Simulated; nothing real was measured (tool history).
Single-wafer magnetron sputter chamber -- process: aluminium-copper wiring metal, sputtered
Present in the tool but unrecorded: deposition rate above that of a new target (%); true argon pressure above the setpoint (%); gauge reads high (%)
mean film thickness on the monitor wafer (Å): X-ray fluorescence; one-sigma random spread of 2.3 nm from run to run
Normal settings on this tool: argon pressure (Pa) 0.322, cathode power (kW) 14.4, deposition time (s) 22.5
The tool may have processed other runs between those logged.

run	day	argon pressure (Pa)	cathode power (kW)	deposition time (s)	wafers since the last listed run	wafers on the sputter target	hours since the last manometer calibration	hours since the magnet pack was replaced	hours since the gauge calibration	read-back reference wafer on the same gauge, thickness_nm	mean film thickness on the monitor wafer (Å)
1	0	0.322	14.4	22.5	0	4076	1949.5	12672.4	138.3	716.24	5924.59
2	0.254	0.322	14.4	22.5	204	4280	1955.6	12678.5	144.4	716.916	5925.92
3	0.979	0.322	14.4	23.6	582	4862	1973	12695.9	161.8	717.509	6224.64
4	1.383	0.322	13.5	22.5	324	5187	1982.7	12705.6	171.5	716.8	5522.04
5	2.133	0.322	14.4	22.5	602	5789	2000.7	12723.6	189.5	716.906	5906.22
# day 4.175: sputter target and shields replaced
# day 4.292: gauge calibrated
# day 4.35: capacitance manometer re-zeroed and calibrated
6	4.371	0.322	14.4	22.5	1389	17	0.5	12777.3	1.9	716.961	5805.77
7	4.65	0.322	14.4	24.2	224	241	7.2	12784	8.6	716.894	6206.61
8	5.2	0.322	14.4	24.2	441	683	20.4	12797.2	21.8	716.326	6221.45
9	5.55	0.419	17.8	20	281	964	28.8	12805.6	30.2	716.844	5815.28
# day 5.942: magnet pack replaced
# day 6.225: sputter target and shields replaced, repeated, since the last time left the tool worse
10	6.246	0.432	11.8	24.8	63	16	45.5	7.3	46.9	717.875	4921.76
11	6.371	0.322	14.4	22.5	100	116	48.5	10.3	49.9	716.992	6019.01
12	6.85	0.322	14.4	23.9	384	501	60	21.8	61.4	717.375	6341.57
13	7.121	0.322	14.4	22.5	217	719	66.5	28.3	67.9	717.624	5974.19
14	7.646	0.322	14.4	22.5	421	1141	79.1	40.9	80.5	717.306	5953.2
15	8.15	0.322	11.05	25.5	404	1546	91.2	53	92.6	715.574	5172.48
16	9.396	0.411	14.4	22.5	1000	2546	121.1	82.9	122.5	718.163	5505.16
17	9.904	0.368	11.3	19.4	408	2955	133.3	95.1	134.7	717.041	3848.68

Consider 4 possible next runs. They are alternatives, not a sequence: every one starts from the tool as it was left by run 17. What does each give?
A	9.921	0.322	14.4	22.5	13	2968	133.7	95.5	135.1	?	?
B	9.921	0.322	15.95	25	13	2968	133.7	95.5	135.1	?	?
C	9.921	0.231	16.45	22.5	13	2968	133.7	95.5	135.1	?	?
D	9.921	0.322	10.9	22.5	13	2968	133.7	95.5	135.1	?	?

run	read-back reference wafer on the same gauge, thickness_nm	mean film thickness on the monitor wafer (Å)
A	717.235	5889.7
B	717.235	7248.52
C	717.235	7299.64
D	717.235	4458.18
What these runs would have given with no unlogged condition in the tool:
run	mean film thickness on the monitor wafer (Å)
A	5978.63
B	7357.96
C	7409.86
D	4525.49
